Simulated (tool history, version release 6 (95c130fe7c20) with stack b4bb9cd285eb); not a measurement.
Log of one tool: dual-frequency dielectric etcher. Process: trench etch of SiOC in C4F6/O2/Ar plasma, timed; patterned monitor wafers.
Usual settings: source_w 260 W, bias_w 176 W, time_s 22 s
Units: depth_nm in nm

run    hour  source_w  bias_w  time_s  read-back reference wafer on the same gauge, depth_nm  depth_nm
  1       0       260     176      22                                                   38.9     39.83
  2    61.1       260     176      22                                                  38.89     39.92
  3   103.6       260     176      22                                                   38.9     39.96
  4   148.1       260     176      22                                                  38.93     39.72
  5   250.3       260     176      22                                                  38.93     39.67
  6   317.9       260     176      22                                                  38.88     39.74
  7   396.9       260     176      22                                                   38.9     39.74
  8   469.7       260     140    26.5                                                  38.92     44.39
      498.9  -- wet clean of the chamber
  9   534.5       320     218    17.5                                                  38.89     35.64
 10     578       260     176      22                                                   38.9     39.92
 11   656.5       300     148    19.5                                                  38.88      34.5
 12   720.4       210     133      22                                                  38.89     34.69
 13   767.1       260     176      22                                                  38.92      39.8
 14   814.8       310     176      22                                                   38.9     41.73
 15   886.6       260     196      22                                                   38.9     41.46
 16   965.1       220     176      19                                                  38.91     33.19
       1062  -- wet clean of the chamber
 17  1062.5       200     212    25.5                                                   38.9     46.68
 18  1117.2       260     202      22                                                  38.89     42.02

Run 19 comes next. What will it give?
     1121.7  -- source power generator calibrated
 19  1181.3       230     159    26.5                                                      ?         ?

read-back reference wafer on the same gauge, depth_nm: 38.9
depth_nm: 44.94 nm
Without the tool's hidden state the same run would have given depth_nm 44.93 nm.

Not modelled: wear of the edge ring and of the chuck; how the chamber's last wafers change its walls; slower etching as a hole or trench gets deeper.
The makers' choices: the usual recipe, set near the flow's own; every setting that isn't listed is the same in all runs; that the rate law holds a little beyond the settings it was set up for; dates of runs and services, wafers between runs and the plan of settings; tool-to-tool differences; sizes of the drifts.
